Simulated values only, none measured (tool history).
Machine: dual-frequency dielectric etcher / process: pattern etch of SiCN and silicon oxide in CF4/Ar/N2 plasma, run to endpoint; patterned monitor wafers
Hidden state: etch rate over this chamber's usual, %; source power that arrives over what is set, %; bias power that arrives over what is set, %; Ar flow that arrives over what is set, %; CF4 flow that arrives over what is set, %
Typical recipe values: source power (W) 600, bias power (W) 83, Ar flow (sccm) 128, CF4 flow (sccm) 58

run    hour  source power (W)  bias power (W)  Ar flow (sccm)  CF4 flow (sccm)  wafers since the last listed run  hours since the last wet clean  hours since the last source power generator calibration  hours since the last bias power generator calibration  hours since the last Ar flow controller change  hours since the last CF4 flow controller change  hours since the last upper electrode change  incoming incoming film thickness, nm  endpoint time (s)
  1     0.0               600              83             128               58                                 0                           125.9                                                   1652.7                                                 3329.7                                          4872.6                                           1515.6                                       5089.8                                  9.57                8.6
  2    50.9               600              74             128               58                               871                           176.8                                                   1703.6                                                 3380.6                                          4923.5                                           1566.5                                       5140.7                                  9.63                9.1
  3   109.1               600              74             128               58                               996                           235.0                                                   1761.8                                                 3438.8                                          4981.7                                           1624.7                                       5198.9                                  9.67                9.1
  4   157.5               600              83             128               58                               828                           283.4                                                   1810.2                                                 3487.2                                          5030.1                                           1673.1                                       5247.3                                  9.58                8.6
  5   211.6               600              83             128               58                               926                           337.5                                                   1864.3                                                 3541.3                                          5084.2                                           1727.2                                       5301.4                                  9.54                8.5
  6   281.0               600              83             128               58                              1188                           406.9                                                   1933.7                                                 3610.7                                          5153.6                                           1796.6                                       5370.8                                  9.63                8.6
      314.6  -- CF4 flow controller replaced
  7   327.3               670              83             128               58                               689                           453.2                                                   1980.0                                                 3657.0                                          5199.9                                             12.7                                       5417.1                                  9.50                7.5
  8   381.8               600              67             128               65                               932                           507.7                                                   2034.5                                                 3711.5                                          5254.4                                             67.2                                       5471.6                                  9.57                9.3
      432.4  -- upper electrode replaced
  9   432.9               600              67             128               65                               463                           558.8                                                   2085.6                                                 3762.6                                          5305.5                                            118.3                                          0.5                                  9.59                9.4
      441.3  -- bias power generator calibrated
 10   463.5               600              67             128               65                               455                           589.4                                                   2116.2                                                   22.2                                          5336.1                                            148.9                                         31.1                                  9.65                9.4
      511.0  -- source power generator calibrated
 11   511.9               600              83             128               58                               760                           637.8                                                      0.9                                                   70.6                                          5384.5                                            197.3                                         79.5                                  9.57                8.6
      592.0  -- wet clean of the chamber
 12   592.5               600              83             157               63                               968                             0.5                                                     81.5                                                  151.2                                          5465.1                                            277.9                                        160.1                                  9.63                8.9
 13   614.5               510              83             128               45                               376                            22.5                                                    103.5                                                  173.2                                          5487.1                                            299.9                                        182.1                                  9.60               10.8
 14   649.7               600              83             146               58                               602                            57.7                                                    138.7                                                  208.4                                          5522.3                                            335.1                                        217.3                                  9.62                8.9
 15   695.6               520              83             145               69                               785                           103.6                                                    184.6                                                  254.3                                          5568.2                                            381.0                                        263.2                                  9.55               10.2
 16   724.3               730             100             109               53                               491                           132.3                                                    213.3                                                  283.0                                          5596.9                                            409.7                                        291.9                                  9.57                6.2
 17   779.4               600              83             128               58                               943                           187.4                                                    268.4                                                  338.1                                          5652.0                                            464.8                                        347.0                                  9.63                8.6
      814.9  -- Ar flow controller replaced
 18   819.0               600              83             128               44                               575                           227.0                                                    308.0                                                  377.7                                             4.1                                            504.4                                        386.6                                  9.59                8.9
 19   881.4               600              67             128               65                              1068                           289.4                                                    370.4                                                  440.1                                            66.5                                            566.8                                        449.0                                  9.65                9.4
 20   931.6               600              83             128               58                               859                           339.6                                                    420.6                                                  490.3                                           116.7                                            617.0                                        499.2                                  9.50                8.5
 21   978.0               470              83             160               58                               794                           386.0                                                    467.0                                                  536.7                                           163.1                                            663.4                                        545.6                                  9.66               12.1
 22  1025.6               600              90             154               58                               814                           433.6                                                    514.6                                                  584.3                                           210.7                                            711.0                                        593.2                                  9.60                8.6

5 options for the next run, each taken on its own from the tool as it stands now. Forecast them:
  A  1026.0               600              83             128               58                                 6                           434.0                                                    515.0                                                  584.7                                           211.1                                            711.4                                        593.6                                  9.56                  ?
  B  1026.0               460              83             128               58                                 6                           434.0                                                    515.0                                                  584.7                                           211.1                                            711.4                                        593.6                                  9.56                  ?
  C  1026.0               600              97             106               58                                 6                           434.0                                                    515.0                                                  584.7                                           211.1                                            711.4                                        593.6                                  9.56                  ?
  D  1026.0               600              83             128               69                                 6                           434.0                                                    515.0                                                  584.7                                           211.1                                            711.4                                        593.6                                  9.56                  ?
  E  1026.0               480              83             149               58                                 6                           434.0                                                    515.0                                                  584.7                                           211.1                                            711.4                                        593.6                                  9.56                  ?

run  endpoint time (s)
  A                8.6
  B               11.7
  C                7.6
  D                8.4
  E               11.5
The same runs, with their run-to-run variation unchanged, on a tool lacking any hidden condition would have given:
run  endpoint time (s)
  A                8.6
  B               11.7
  C                7.6
  D                8.4
  E               11.5
